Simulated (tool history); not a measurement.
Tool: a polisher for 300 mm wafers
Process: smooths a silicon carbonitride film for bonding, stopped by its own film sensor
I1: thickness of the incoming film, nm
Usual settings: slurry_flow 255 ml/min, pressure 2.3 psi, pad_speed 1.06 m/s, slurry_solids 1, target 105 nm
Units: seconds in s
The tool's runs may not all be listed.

{"run": 1, "hour": 0.0, "slurry_flow": 255, "pressure": 2.3, "pad_speed": 1.06, "slurry_solids": 1, "target": 105, "I1": 130.6, "seconds": 84}
{"hour": 62.9, "done": "worn pad replaced by a new one"}
{"run": 2, "hour": 63.4, "slurry_flow": 305, "pressure": 2.3, "pad_speed": 1.06, "slurry_solids": 1, "target": 105, "I1": 129, "seconds": 76.8}
{"run": 3, "hour": 140.2, "slurry_flow": 255, "pressure": 2.3, "pad_speed": 0.9, "slurry_solids": 1.25, "target": 105, "I1": 131.1, "seconds": 87.4}
{"run": 4, "hour": 227.5, "slurry_flow": 255, "pressure": 2.3, "pad_speed": 0.9, "slurry_solids": 1.25, "target": 105, "I1": 128.2, "seconds": 77.5}
{"hour": 230.1, "done": "head pressure recalibrated"}
{"hour": 271.2, "done": "slurry blender recalibrated"}
{"run": 5, "hour": 320.5, "slurry_flow": 255, "pressure": 2.3, "pad_speed": 1.06, "slurry_solids": 1, "target": 105, "I1": 131.9, "seconds": 87.9}
{"run": 6, "hour": 417.3, "slurry_flow": 255, "pressure": 2.3, "pad_speed": 1.06, "slurry_solids": 1, "target": 105, "I1": 129.6, "seconds": 83.1}
{"run": 7, "hour": 572.3, "slurry_flow": 255, "pressure": 2.3, "pad_speed": 1.06, "slurry_solids": 1, "target": 105, "I1": 127.7, "seconds": 73.2}
{"hour": 601.4, "done": "worn pad replaced by a new one"}
{"run": 8, "hour": 621.8, "slurry_flow": 255, "pressure": 2.3, "pad_speed": 1.06, "slurry_solids": 1, "target": 105, "I1": 129.5, "seconds": 83.4}
{"hour": 630.2, "done": "slurry nozzle cleaned"}
{"run": 9, "hour": 721.8, "slurry_flow": 255, "pressure": 2.3, "pad_speed": 1.06, "slurry_solids": 1, "target": 105, "I1": 130.4, "seconds": 79.2}
{"hour": 812.1, "done": "slurry blender recalibrated"}
{"run": 10, "hour": 826.1, "slurry_flow": 255, "pressure": 2.3, "pad_speed": 1.06, "slurry_solids": 1, "target": 105, "I1": 130.2, "seconds": 83.2}
{"run": 11, "hour": 913.9, "slurry_flow": 255, "pressure": 3.1, "pad_speed": 1.06, "slurry_solids": 1, "target": 112, "I1": 131.1, "seconds": 43.6}
{"run": 12, "hour": 991.8, "slurry_flow": 255, "pressure": 1.5, "pad_speed": 1.06, "slurry_solids": 1, "target": 110, "I1": 130, "seconds": 100.6}
{"run": 13, "hour": 1049.2, "slurry_flow": 255, "pressure": 2.3, "pad_speed": 1.4, "slurry_solids": 1, "target": 103, "I1": 132.2, "seconds": 76.2}
{"hour": 1143.0, "done": "worn pad replaced by a new one"}
{"run": 14, "hour": 1157.2, "slurry_flow": 255, "pressure": 2.3, "pad_speed": 1.06, "slurry_solids": 1, "target": 105, "I1": 132.6, "seconds": 89.7}
{"run": 15, "hour": 1237.5, "slurry_flow": 255, "pressure": 2.3, "pad_speed": 1.06, "slurry_solids": 0.85, "target": 105, "I1": 130.4, "seconds": 91.4}
{"run": 16, "hour": 1299.1, "slurry_flow": 255, "pressure": 2.3, "pad_speed": 1.06, "slurry_solids": 1, "target": 105, "I1": 127.5, "seconds": 75.9}
{"hour": 1350.0, "done": "slurry nozzle cleaned"}
{"run": 17, "hour": 1397.6, "slurry_flow": 255, "pressure": 2.3, "pad_speed": 0.74, "slurry_solids": 1.15, "target": 105, "I1": 128.7, "seconds": 93.3}
{"hour": 1443.6, "done": "slurry blender recalibrated"}
{"hour": 1455.2, "done": "head pressure recalibrated"}
{"run": 18, "hour": 1476.3, "slurry_flow": 255, "pressure": 2.3, "pad_speed": 1.06, "slurry_solids": 0.7, "target": 105, "I1": 128.7, "seconds": 90.6}
{"run": 19, "hour": 1566.7, "slurry_flow": 255, "pressure": 2.3, "pad_speed": 1.06, "slurry_solids": 1, "target": 105, "I1": 130.1, "seconds": 80.3}
{"run": 20, "hour": 1606.7, "slurry_flow": 255, "pressure": 2.3, "pad_speed": 1.06, "slurry_solids": 1, "target": 105, "I1": 130.7, "seconds": 83.1}
{"run": 21, "hour": 1665.4, "slurry_flow": 255, "pressure": 2.3, "pad_speed": 1.06, "slurry_solids": 1.3, "target": 105, "I1": 129.7, "seconds": 71.2}
{"run": 22, "hour": 1745.3, "slurry_flow": 255, "pressure": 2.3, "pad_speed": 1.06, "slurry_solids": 0.8, "target": 110, "I1": 131.8, "seconds": 79.5}
{"hour": 1791.8, "done": "worn pad replaced by a new one"}
{"run": 23, "hour": 1849.5, "slurry_flow": 255, "pressure": 2.7, "pad_speed": 1.06, "slurry_solids": 1, "target": 105, "I1": 127.7, "seconds": 65.7}
{"run": 24, "hour": 1890.7, "slurry_flow": 300, "pressure": 2.3, "pad_speed": 1.16, "slurry_solids": 0.8, "target": 105, "I1": 131, "seconds": 85.2}
{"run": 25, "hour": 1945.7, "slurry_flow": 255, "pressure": 2.3, "pad_speed": 1.06, "slurry_solids": 1, "target": 105, "I1": 130.5, "seconds": 82.6}
{"hour": 1964.7, "done": "slurry blender recalibrated"}
{"run": 26, "hour": 1990.5, "slurry_flow": 255, "pressure": 2.9, "pad_speed": 0.78, "slurry_solids": 1, "target": 105, "I1": 130.2, "seconds": 86.1}
{"hour": 2043.3, "done": "slurry nozzle cleaned"}
{"run": 27, "hour": 2046.1, "slurry_flow": 255, "pressure": 2, "pad_speed": 1.06, "slurry_solids": 1, "target": 105, "I1": 132.7, "seconds": 98.9}
{"run": 28, "hour": 2094.5, "slurry_flow": 295, "pressure": 1.7, "pad_speed": 0.96, "slurry_solids": 1.25, "target": 105, "I1": 129.2, "seconds": 99.6}
{"run": 29, "hour": 2173.4, "slurry_flow": 255, "pressure": 2.3, "pad_speed": 1.06, "slurry_solids": 1, "target": 105, "I1": 131.6, "seconds": 85.8}

5 ways to go on from here, each from the tool as it stands after run 29. What would each give?
{"run": "A", "hour": 2173.8, "slurry_flow": 255, "pressure": 2.3, "pad_speed": 1.06, "slurry_solids": 1, "target": 105, "I1": 132.7, "seconds": "?"}
{"run": "B", "hour": 2173.8, "slurry_flow": 330, "pressure": 1.8, "pad_speed": 1.06, "slurry_solids": 1, "target": 105, "I1": 132.7, "seconds": "?"}
{"run": "C", "hour": 2173.8, "slurry_flow": 255, "pressure": 2.3, "pad_speed": 0.94, "slurry_solids": 1.3, "target": 105, "I1": 132.7, "seconds": "?"}
{"run": "D", "hour": 2173.8, "slurry_flow": 165, "pressure": 3.1, "pad_speed": 1.06, "slurry_solids": 1, "target": 105, "I1": 132.7, "seconds": "?"}
{"run": "E", "hour": 2173.8, "slurry_flow": 255, "pressure": 2, "pad_speed": 1.34, "slurry_solids": 1.1, "target": 98, "I1": 132.7, "seconds": "?"}

run=A seconds=85.4
run=B seconds=106
run=C seconds=84.1
run=D seconds=67.8
run=E seconds=98.5
Without the tool's hidden state the same runs would have given:
run=A seconds=83.1
run=B seconds=103.7
run=C seconds=81.9
run=D seconds=65.1
run=E seconds=95.8
